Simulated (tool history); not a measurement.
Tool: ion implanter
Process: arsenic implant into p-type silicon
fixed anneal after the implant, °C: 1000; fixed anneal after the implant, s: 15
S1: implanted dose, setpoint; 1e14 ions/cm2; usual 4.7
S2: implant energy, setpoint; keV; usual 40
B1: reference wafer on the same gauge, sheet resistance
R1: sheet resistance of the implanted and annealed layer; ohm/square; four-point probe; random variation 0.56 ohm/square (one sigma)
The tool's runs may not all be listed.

run,hour,S1,S2,B1,R1
1,0,4.12,40,174.07,230.63
2,32,4.12,40,174.22,231.43
3,84.2,4.12,40,174.13,230.83
4,146.1,5.77,40,173.91,178.38
5,198.3,5.77,40,173.92,178.67
6,243.6,4.7,40,173.88,208.28
# hour 266.6: Faraday cup replaced and dose calibrated
7,289.2,4.07,40,174.14,224.25
8,339.3,4.07,40,174.08,224.17
9,369,5.75,30,173.92,180.06
10,429.2,4.7,40,173.94,202.76
# hour 435.8: gauge calibrated
11,454.7,3.86,40,173.89,234.25
12,498.5,4.7,29.5,174.08,212.46
# hour 541.3: extraction supply calibrated
13,546.3,6,50,174.11,161.64
14,571.5,3.87,40,173.83,235.42
15,754,5.77,44.5,173.94,171.41
16,795.8,4.7,49,173.83,197.8

Hidden state or all else? Some run-to-run changes of R1, split into what the settings, what came in and random variation would give without the hidden state, and what is left for the hidden state (with any gauge scatter that isn't in both results):
The hidden state here: deviation of the true dose from the Faraday cup's reading, %; deviation of the true energy from its setpoint, %; gauge reads high (%).
Run 6 -> 7: S1 4.7 -> 4.07, Faraday cup replaced and dose calibrated. R1 +15.97 ohm/square: hidden state -8.41, all else +24.38.
Run 13 -> 14: S1 6 -> 3.87, S2 50 -> 40. R1 +73.78 ohm/square: hidden state +1.24, all else +72.54.

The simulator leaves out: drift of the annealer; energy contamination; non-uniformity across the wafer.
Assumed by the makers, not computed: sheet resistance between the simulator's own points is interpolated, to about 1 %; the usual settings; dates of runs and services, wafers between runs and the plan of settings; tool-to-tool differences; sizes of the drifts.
